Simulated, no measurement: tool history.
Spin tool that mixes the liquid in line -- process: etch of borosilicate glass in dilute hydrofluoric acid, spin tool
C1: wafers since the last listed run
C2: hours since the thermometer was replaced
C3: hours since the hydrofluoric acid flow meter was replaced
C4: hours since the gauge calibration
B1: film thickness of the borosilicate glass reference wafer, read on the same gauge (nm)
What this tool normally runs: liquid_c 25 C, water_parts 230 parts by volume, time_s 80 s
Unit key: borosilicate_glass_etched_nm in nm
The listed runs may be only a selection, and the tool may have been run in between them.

Run 1, hour 0: usual settings; C1 0; C2 1842.9; C3 787.9; C4 1171; B1 39.98. Result: borosilicate_glass_etched_nm 10.77 nm.
Run 2, hour 102.9: usual settings; C1 1301; C2 1945.8; C3 890.8; C4 1273.9; B1 40.04. Result: borosilicate_glass_etched_nm 10.86 nm.
Run 3, hour 193.4: usual settings but liquid_c 23 C; C1 1144; C2 2036.3; C3 981.3; C4 1364.4; B1 40. Result: borosilicate_glass_etched_nm 10.11 nm.
At hour 244: gauge calibrated.
Run 4, hour 281.5: usual settings but liquid_c 23 C; C1 1114; C2 2124.4; C3 1069.4; C4 37.5; B1 40. Result: borosilicate_glass_etched_nm 10.18 nm.
Run 5, hour 334.9: usual settings but liquid_c 23 C; C1 675; C2 2177.8; C3 1122.8; C4 90.9; B1 40.01. Result: borosilicate_glass_etched_nm 10.26 nm.
Run 6, hour 441.1: usual settings but water_parts 290 parts by volume, time_s 45 s; C1 1343; C2 2284; C3 1229; C4 197.1; B1 40. Result: borosilicate_glass_etched_nm 4.56 nm.
Run 7, hour 495.9: usual settings but water_parts 290 parts by volume, time_s 45 s; C1 693; C2 2338.8; C3 1283.8; C4 251.9; B1 39.98. Result: borosilicate_glass_etched_nm 4.65 nm.
Run 8, hour 598: usual settings but water_parts 290 parts by volume, time_s 45 s; C1 1291; C2 2440.9; C3 1385.9; C4 354; B1 40.01. Result: borosilicate_glass_etched_nm 4.65 nm.
Run 9, hour 643.6: usual settings; C1 576; C2 2486.5; C3 1431.5; C4 399.6; B1 40.01. Result: borosilicate_glass_etched_nm 11.04 nm.
Run 10, hour 774: usual settings; C1 1649; C2 2616.9; C3 1561.9; C4 530; B1 39.98. Result: borosilicate_glass_etched_nm 11.3 nm.
Run 11, hour 873.7: usual settings; C1 1261; C2 2716.6; C3 1661.6; C4 629.7; B1 39.96. Result: borosilicate_glass_etched_nm 11.22 nm.
At hour 876.9: hydrofluoric acid flow meter replaced.
Run 12, hour 953.2: usual settings; C1 993; C2 2796.1; C3 76.3; C4 709.2; B1 40. Result: borosilicate_glass_etched_nm 10.92 nm.
Run 13, hour 1011.6: usual settings; C1 738; C2 2854.5; C3 134.7; C4 767.6; B1 40.04. Result: borosilicate_glass_etched_nm 10.93 nm.
Run 14, hour 1117.4: usual settings; C1 1338; C2 2960.3; C3 240.5; C4 873.4; B1 40.04. Result: borosilicate_glass_etched_nm 10.97 nm.
At hour 1119.4: thermometer replaced.
Run 15, hour 1183.7: usual settings; C1 826; C2 64.3; C3 306.8; C4 939.7; B1 40.02. Result: borosilicate_glass_etched_nm 10.29 nm.
Run 16, hour 1279: usual settings but liquid_c 21.5 C, water_parts 285 parts by volume, time_s 65 s; C1 1205; C2 159.6; C3 402.1; C4 1035; B1 39.98. Result: borosilicate_glass_etched_nm 5.67 nm.
At hour 1387.4: gauge calibrated.
Run 17, hour 1441.6: usual settings; C1 2056; C2 322.2; C3 564.7; C4 54.2; B1 39.96. Result: borosilicate_glass_etched_nm 10.54 nm.
Run 18, hour 1494.6: usual settings but liquid_c 28.5 C, water_parts 260 parts by volume, time_s 130 s; C1 670; C2 375.2; C3 617.7; C4 107.2; B1 39.99. Result: borosilicate_glass_etched_nm 16.5 nm.
Run 19, hour 1591.3: usual settings but liquid_c 29 C, water_parts 265 parts by volume; C1 1223; C2 471.9; C3 714.4; C4 203.9; B1 40. Result: borosilicate_glass_etched_nm 10.09 nm.
Run 20, hour 1666.3: usual settings but water_parts 265 parts by volume; C1 948; C2 546.9; C3 789.4; C4 278.9; B1 40.01. Result: borosilicate_glass_etched_nm 8.7 nm.
Run 21, hour 1949: usual settings but liquid_c 28.5 C, water_parts 120 parts by volume, time_s 105 s; C1 3576; C2 829.6; C3 1072.1; C4 561.6; B1 40.01. Result: borosilicate_glass_etched_nm 34.79 nm.
Run 22, hour 2001.7: usual settings but liquid_c 27 C, time_s 30 s; C1 666; C2 882.3; C3 1124.8; C4 614.3; B1 40.03. Result: borosilicate_glass_etched_nm 4.3 nm.
Run 23, hour 2084.2: usual settings but liquid_c 28 C, water_parts 185 parts by volume; C1 1043; C2 964.8; C3 1207.3; C4 696.8; B1 39.99. Result: borosilicate_glass_etched_nm 15.66 nm.
Run 24, hour 2144: usual settings; C1 756; C2 1024.6; C3 1267.1; C4 756.6; B1 40. Result: borosilicate_glass_etched_nm 10.74 nm.
Run 25, hour 2208.6: usual settings but liquid_c 27.5 C; C1 817; C2 1089.2; C3 1331.7; C4 821.2; B1 39.98. Result: borosilicate_glass_etched_nm 11.77 nm.
Run 26, hour 2265.4: usual settings but water_parts 290 parts by volume, time_s 45 s; C1 718; C2 1146; C3 1388.5; C4 878; B1 39.98. Result: borosilicate_glass_etched_nm 4.52 nm.
At hour 2288.3: hydrofluoric acid flow meter replaced.
Run 27, hour 2370.1: usual settings but time_s 40 s; C1 1311; C2 1250.7; C3 81.8; C4 982.7; B1 40.03. Result: borosilicate_glass_etched_nm 5.31 nm.
Run 28, hour 2423.3: usual settings but liquid_c 27 C; C1 672; C2 1303.9; C3 135; C4 1035.9; B1 40.06. Result: borosilicate_glass_etched_nm 11.37 nm.
Run 29, hour 2464.5: usual settings but liquid_c 20.5 C, water_parts 310 parts by volume, time_s 120 s; C1 521; C2 1345.1; C3 176.2; C4 1077.1; B1 40.01. Result: borosilicate_glass_etched_nm 9.26 nm.

Forecast each of these 5 alternatives for the next run:
Run A, hour 2464.9: usual settings but time_s 60 s; C1 5; C2 1345.5; C3 176.6; C4 1077.5; B1 ?. Result: borosilicate_glass_etched_nm ?.
Run B, hour 2464.9: usual settings but liquid_c 29 C, water_parts 155 parts by volume, time_s 110 s; C1 5; C2 1345.5; C3 176.6; C4 1077.5; B1 ?. Result: borosilicate_glass_etched_nm ?.
Run C, hour 2464.9: usual settings but liquid_c 22.5 C; C1 5; C2 1345.5; C3 176.6; C4 1077.5; B1 ?. Result: borosilicate_glass_etched_nm ?.
Run D, hour 2464.9: usual settings but liquid_c 27.5 C, water_parts 185 parts by volume; C1 5; C2 1345.5; C3 176.6; C4 1077.5; B1 ?. Result: borosilicate_glass_etched_nm ?.
Run E, hour 2464.9: usual settings but liquid_c 27.5 C, water_parts 275 parts by volume, time_s 30 s; C1 5; C2 1345.5; C3 176.6; C4 1077.5; B1 ?. Result: borosilicate_glass_etched_nm ?.

run     B1  borosilicate_glass_etched_nm
  A  39.96                          7.95
  B  39.96                         27.26
  C  39.96                          9.69
  D  39.96                         15.16
  E  39.96                          3.45
Without the tool's hidden state the same runs would have given:
run  borosilicate_glass_etched_nm
  A                          7.52
  B                         25.76
  C                          9.15
  D                         14.34
  E                          3.27
